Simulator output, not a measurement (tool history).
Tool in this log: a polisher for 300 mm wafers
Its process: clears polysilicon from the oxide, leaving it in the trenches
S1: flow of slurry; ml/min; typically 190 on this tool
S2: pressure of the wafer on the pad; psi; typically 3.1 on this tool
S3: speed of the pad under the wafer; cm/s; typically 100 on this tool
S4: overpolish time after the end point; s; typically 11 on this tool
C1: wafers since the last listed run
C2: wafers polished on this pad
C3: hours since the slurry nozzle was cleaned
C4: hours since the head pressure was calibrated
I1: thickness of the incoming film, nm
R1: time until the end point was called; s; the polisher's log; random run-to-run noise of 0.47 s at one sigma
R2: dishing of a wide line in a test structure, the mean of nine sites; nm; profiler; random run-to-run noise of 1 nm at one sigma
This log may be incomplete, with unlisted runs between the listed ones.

{"run": 1, "hour": 0.0, "S1": 190, "S2": 3.1, "S3": 100, "S4": 11, "C1": 0, "C2": 2972, "C3": 34.3, "C4": 840.9, "I1": 516.3, "R1": 28.5, "R2": 68.6}
{"run": 2, "hour": 58.8, "S1": 190, "S2": 3.1, "S3": 100, "S4": 11, "C1": 456, "C2": 3429, "C3": 93.1, "C4": 899.7, "I1": 522.3, "R1": 28.8, "R2": 67.6}
{"run": 3, "hour": 130.9, "S1": 190, "S2": 3.7, "S3": 100, "S4": 11, "C1": 559, "C2": 3988, "C3": 165.2, "C4": 971.8, "I1": 524, "R1": 25.3, "R2": 70.5}
{"hour": 180.6, "done": "worn pad replaced by a new one"}
{"run": 4, "hour": 201.7, "S1": 190, "S2": 3.7, "S3": 100, "S4": 11, "C1": 518, "C2": 163, "C3": 236, "C4": 1042.6, "I1": 521.1, "R1": 24, "R2": 70.5}
{"run": 5, "hour": 493.7, "S1": 190, "S2": 3.1, "S3": 100, "S4": 11, "C1": 2265, "C2": 2429, "C3": 528, "C4": 1334.6, "I1": 519.2, "R1": 29.7, "R2": 68.5}
{"run": 6, "hour": 588.2, "S1": 240, "S2": 3.1, "S3": 100, "S4": 11, "C1": 733, "C2": 3162, "C3": 622.5, "C4": 1429.1, "I1": 516.8, "R1": 29.1, "R2": 69.5}
{"hour": 614.9, "done": "head pressure recalibrated"}
{"run": 7, "hour": 630.8, "S1": 240, "S2": 3.1, "S3": 100, "S4": 11, "C1": 315, "C2": 3477, "C3": 665.1, "C4": 15.9, "I1": 524.3, "R1": 29.3, "R2": 67.8}
{"hour": 650.5, "done": "slurry nozzle cleaned"}
{"run": 8, "hour": 729.7, "S1": 240, "S2": 3.1, "S3": 100, "S4": 11, "C1": 759, "C2": 4236, "C3": 79.2, "C4": 114.8, "I1": 512.9, "R1": 28.6, "R2": 67.9}
{"run": 9, "hour": 819.1, "S1": 190, "S2": 3.9, "S3": 78, "S4": 11, "C1": 693, "C2": 4930, "C3": 168.6, "C4": 204.2, "I1": 524.4, "R1": 31.9, "R2": 65.4}
{"hour": 832.4, "done": "worn pad replaced by a new one"}
{"run": 10, "hour": 897.0, "S1": 190, "S2": 3.1, "S3": 100, "S4": 11, "C1": 573, "C2": 501, "C3": 246.5, "C4": 282.1, "I1": 520.4, "R1": 28.9, "R2": 68.7}
{"run": 11, "hour": 1002.2, "S1": 190, "S2": 3.1, "S3": 124, "S4": 11, "C1": 816, "C2": 1317, "C3": 351.7, "C4": 387.3, "I1": 514.9, "R1": 22.9, "R2": 69}
{"run": 12, "hour": 1091.9, "S1": 190, "S2": 3.1, "S3": 100, "S4": 11, "C1": 696, "C2": 2013, "C3": 441.4, "C4": 477, "I1": 514.8, "R1": 28.7, "R2": 67.3}
{"run": 13, "hour": 1173.3, "S1": 190, "S2": 3.1, "S3": 100, "S4": 11, "C1": 631, "C2": 2645, "C3": 522.8, "C4": 558.4, "I1": 522.5, "R1": 30.2, "R2": 67.5}
{"run": 14, "hour": 1275.1, "S1": 255, "S2": 3.1, "S3": 100, "S4": 11, "C1": 789, "C2": 3434, "C3": 624.6, "C4": 660.2, "I1": 518.5, "R1": 28.9, "R2": 67.2}
{"hour": 1322.2, "done": "slurry nozzle cleaned"}
{"hour": 1478.7, "done": "worn pad replaced by a new one"}
{"run": 15, "hour": 1479.2, "S1": 155, "S2": 2.3, "S3": 82, "S4": 13, "C1": 1544, "C2": 3, "C3": 157, "C4": 864.3, "I1": 510.5, "R1": 46.7, "R2": 61.9}
{"run": 16, "hour": 1542.3, "S1": 190, "S2": 3.6, "S3": 100, "S4": 11, "C1": 489, "C2": 493, "C3": 220.1, "C4": 927.4, "I1": 526.3, "R1": 24.4, "R2": 71}
{"run": 17, "hour": 1660.9, "S1": 190, "S2": 2.2, "S3": 100, "S4": 11, "C1": 920, "C2": 1413, "C3": 338.7, "C4": 1046, "I1": 516.1, "R1": 38.6, "R2": 62.5}
{"run": 18, "hour": 1739.9, "S1": 190, "S2": 3.1, "S3": 100, "S4": 11, "C1": 612, "C2": 2026, "C3": 417.7, "C4": 1125, "I1": 520.3, "R1": 29.2, "R2": 65.4}
{"run": 19, "hour": 1809.0, "S1": 190, "S2": 3.4, "S3": 122, "S4": 15, "C1": 536, "C2": 2562, "C3": 486.8, "C4": 1194.1, "I1": 520.4, "R1": 21.8, "R2": 72.7}
{"run": 20, "hour": 1854.4, "S1": 190, "S2": 3.1, "S3": 72, "S4": 18, "C1": 352, "C2": 2914, "C3": 532.2, "C4": 1239.5, "I1": 526.2, "R1": 40.5, "R2": 67.5}
{"run": 21, "hour": 1901.7, "S1": 190, "S2": 3.1, "S3": 100, "S4": 15, "C1": 367, "C2": 3281, "C3": 579.5, "C4": 1286.8, "I1": 522.1, "R1": 31.5, "R2": 71.3}
{"hour": 1931.0, "done": "slurry nozzle cleaned"}
{"run": 22, "hour": 1966.9, "S1": 190, "S2": 3.1, "S3": 100, "S4": 11, "C1": 498, "C2": 3779, "C3": 35.9, "C4": 1352, "I1": 522, "R1": 29.6, "R2": 66.5}
{"hour": 1969.6, "done": "head pressure recalibrated"}
{"run": 23, "hour": 2006.6, "S1": 215, "S2": 3.8, "S3": 100, "S4": 7, "C1": 292, "C2": 4072, "C3": 75.6, "C4": 37, "I1": 514.9, "R1": 23.3, "R2": 63.5}
{"hour": 2048.8, "done": "worn pad replaced by a new one"}
{"run": 24, "hour": 2086.0, "S1": 190, "S2": 3.1, "S3": 122, "S4": 5, "C1": 585, "C2": 288, "C3": 155, "C4": 116.4, "I1": 529.4, "R1": 22.8, "R2": 56.7}
{"run": 25, "hour": 2126.2, "S1": 190, "S2": 3.1, "S3": 132, "S4": 14, "C1": 311, "C2": 600, "C3": 195.2, "C4": 156.6, "I1": 518.3, "R1": 21, "R2": 71.5}
{"run": 26, "hour": 2163.8, "S1": 190, "S2": 3.1, "S3": 100, "S4": 11, "C1": 291, "C2": 892, "C3": 232.8, "C4": 194.2, "I1": 523.5, "R1": 28.7, "R2": 67.3}
{"run": 27, "hour": 2211.1, "S1": 240, "S2": 3.1, "S3": 122, "S4": 11, "C1": 367, "C2": 1259, "C3": 280.1, "C4": 241.5, "I1": 520.5, "R1": 22.8, "R2": 68.8}
{"run": 28, "hour": 2265.0, "S1": 190, "S2": 3.1, "S3": 110, "S4": 7, "C1": 418, "C2": 1677, "C3": 334, "C4": 295.4, "I1": 516.3, "R1": 25.6, "R2": 62.2}
{"run": 29, "hour": 2316.0, "S1": 150, "S2": 3.1, "S3": 100, "S4": 11, "C1": 395, "C2": 2073, "C3": 385, "C4": 346.4, "I1": 526.1, "R1": 31.2, "R2": 67.5}
{"run": 30, "hour": 2386.7, "S1": 190, "S2": 2.5, "S3": 100, "S4": 11, "C1": 548, "C2": 2622, "C3": 455.7, "C4": 417.1, "I1": 516.8, "R1": 35.9, "R2": 63.4}
{"run": 31, "hour": 2483.7, "S1": 150, "S2": 3.5, "S3": 100, "S4": 13, "C1": 752, "C2": 3374, "C3": 552.7, "C4": 514.1, "I1": 512.6, "R1": 27.4, "R2": 69.9}
{"run": 32, "hour": 2573.1, "S1": 190, "S2": 3.1, "S3": 100, "S4": 11, "C1": 693, "C2": 4068, "C3": 642.1, "C4": 603.5, "I1": 516, "R1": 31.5, "R2": 65.5}
{"hour": 2616.7, "done": "slurry nozzle cleaned"}
{"run": 33, "hour": 2637.1, "S1": 160, "S2": 3.1, "S3": 86, "S4": 17, "C1": 488, "C2": 4557, "C3": 20.4, "C4": 667.5, "I1": 521.3, "R1": 36.2, "R2": 69.6}
{"run": 34, "hour": 2747.5, "S1": 190, "S2": 3.1, "S3": 66, "S4": 11, "C1": 856, "C2": 5413, "C3": 130.8, "C4": 777.9, "I1": 517.7, "R1": 47.3, "R2": 57.1}

What if the next run were any one of these 4? Each begins from the tool's condition after run 34:
{"run": "A", "hour": 2747.9, "S1": 190, "S2": 3.1, "S3": 100, "S4": 11, "C1": 3, "C2": 5416, "C3": 131.2, "C4": 778.3, "I1": 521.9, "R1": "?", "R2": "?"}
{"run": "B", "hour": 2747.9, "S1": 240, "S2": 3.1, "S3": 100, "S4": 14, "C1": 3, "C2": 5416, "C3": 131.2, "C4": 778.3, "I1": 521.9, "R1": "?", "R2": "?"}
{"run": "C", "hour": 2747.9, "S1": 190, "S2": 3.1, "S3": 70, "S4": 11, "C1": 3, "C2": 5416, "C3": 131.2, "C4": 778.3, "I1": 521.9, "R1": "?", "R2": "?"}
{"run": "D", "hour": 2747.9, "S1": 190, "S2": 2.1, "S3": 100, "S4": 11, "C1": 3, "C2": 5416, "C3": 131.2, "C4": 778.3, "I1": 521.9, "R1": "?", "R2": "?"}

run=A R1=31.9 R2=67.7
run=B R1=31.1 R2=71.4
run=C R1=45.6 R2=60.4
run=D R1=47.1 R2=59.6
Stripped of hidden state, with their random variation kept, the same runs would have yielded:
run=A R1=27 R2=70.2
run=B R1=26.3 R2=72.8
run=C R1=38.5 R2=64.2
run=D R1=39.8 R2=63.5
